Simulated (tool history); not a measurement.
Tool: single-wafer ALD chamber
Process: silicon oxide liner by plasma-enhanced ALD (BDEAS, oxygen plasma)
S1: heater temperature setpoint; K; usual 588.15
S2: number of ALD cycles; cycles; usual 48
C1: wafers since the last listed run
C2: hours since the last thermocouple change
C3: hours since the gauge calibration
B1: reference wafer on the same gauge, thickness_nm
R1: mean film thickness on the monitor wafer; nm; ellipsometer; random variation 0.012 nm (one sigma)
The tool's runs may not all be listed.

Run 1, hour 0.0: usual settings; C1 0; C2 1290.3; C3 1608.1; B1 4.413. Result: R1 4.610 nm.
Run 2, hour 49.3: usual settings; C1 324; C2 1339.6; C3 1657.4; B1 4.407. Result: R1 4.597 nm.
Run 3, hour 85.8: usual settings; C1 240; C2 1376.1; C3 1693.9; B1 4.412. Result: R1 4.590 nm.
Run 4, hour 191.3: usual settings but S1 600.15 K, S2 41 cycles; C1 695; C2 1481.6; C3 1799.4; B1 4.408. Result: R1 3.871 nm.
Run 5, hour 256.1: usual settings but S2 54 cycles; C1 427; C2 1546.4; C3 1864.2; B1 4.405. Result: R1 5.169 nm.
Run 6, hour 346.5: usual settings but S2 54 cycles; C1 595; C2 1636.8; C3 1954.6; B1 4.402. Result: R1 5.155 nm.
Run 7, hour 384.3: usual settings but S2 54 cycles; C1 249; C2 1674.6; C3 1992.4; B1 4.402. Result: R1 5.158 nm.
Run 8, hour 482.5: usual settings; C1 647; C2 1772.8; C3 2090.6; B1 4.406. Result: R1 4.589 nm.
Run 9, hour 538.8: usual settings; C1 371; C2 1829.1; C3 2146.9; B1 4.403. Result: R1 4.583 nm.
Run 10, hour 631.7: usual settings; C1 612; C2 1922.0; C3 2239.8; B1 4.399. Result: R1 4.598 nm.
Run 11, hour 708.9: usual settings but S1 577.15 K, S2 45 cycles; C1 508; C2 1999.2; C3 2317.0; B1 4.401. Result: R1 4.392 nm.
Run 12, hour 777.5: usual settings but S1 576.15 K; C1 452; C2 2067.8; C3 2385.6; B1 4.395. Result: R1 4.678 nm.
Run 13, hour 850.4: usual settings but S1 576.15 K; C1 480; C2 2140.7; C3 2458.5; B1 4.397. Result: R1 4.675 nm.
Run 14, hour 902.9: usual settings but S1 576.15 K; C1 346; C2 2193.2; C3 2511.0; B1 4.397. Result: R1 4.667 nm.
Run 15, hour 945.2: usual settings; C1 278; C2 2235.5; C3 2553.3; B1 4.398. Result: R1 4.589 nm.
Run 16, hour 1036.6: usual settings; C1 602; C2 2326.9; C3 2644.7; B1 4.398. Result: R1 4.572 nm.
Run 17, hour 1121.1: usual settings but S1 595.15 K; C1 556; C2 2411.4; C3 2729.2; B1 4.395. Result: R1 4.539 nm.
Run 18, hour 1228.8: usual settings but S1 595.15 K; C1 709; C2 2519.1; C3 2836.9; B1 4.398. Result: R1 4.559 nm.
Run 19, hour 1268.2: usual settings but S1 595.15 K; C1 259; C2 2558.5; C3 2876.3; B1 4.397. Result: R1 4.552 nm.
Run 20, hour 1361.6: usual settings; C1 615; C2 2651.9; C3 2969.7; B1 4.393. Result: R1 4.583 nm.
Run 21, hour 1400.9: usual settings; C1 259; C2 2691.2; C3 3009.0; B1 4.389. Result: R1 4.571 nm.
Run 22, hour 1485.1: usual settings but S2 44 cycles; C1 554; C2 2775.4; C3 3093.2; B1 4.390. Result: R1 4.198 nm.
Run 23, hour 1580.3: usual settings but S2 44 cycles; C1 627; C2 2870.6; C3 3188.4; B1 4.388. Result: R1 4.208 nm.
Run 24, hour 1631.2: usual settings but S1 596.15 K; C1 335; C2 2921.5; C3 3239.3; B1 4.389. Result: R1 4.535 nm.
At hour 1644.6: thermocouple changed; heater temperature recalibrated.
Run 25, hour 1697.3: usual settings but S1 600.15 K; C1 382; C2 52.7; C3 3305.4; B1 4.388. Result: R1 4.515 nm.
At hour 1711.2: gauge calibrated.
Run 26, hour 1758.3: usual settings but S2 42 cycles; C1 402; C2 113.7; C3 47.1; B1 4.524. Result: R1 4.134 nm.

Forecast run 27:
Run 27, hour 1846.6: usual settings; C1 582; C2 202.0; C3 135.4; B1 ?. Result: R1 ?.

{"run 27": {"B1": 4.516, "R1": 4.688}}
Without the tool's hidden state the same run would have given R1 4.684 nm.

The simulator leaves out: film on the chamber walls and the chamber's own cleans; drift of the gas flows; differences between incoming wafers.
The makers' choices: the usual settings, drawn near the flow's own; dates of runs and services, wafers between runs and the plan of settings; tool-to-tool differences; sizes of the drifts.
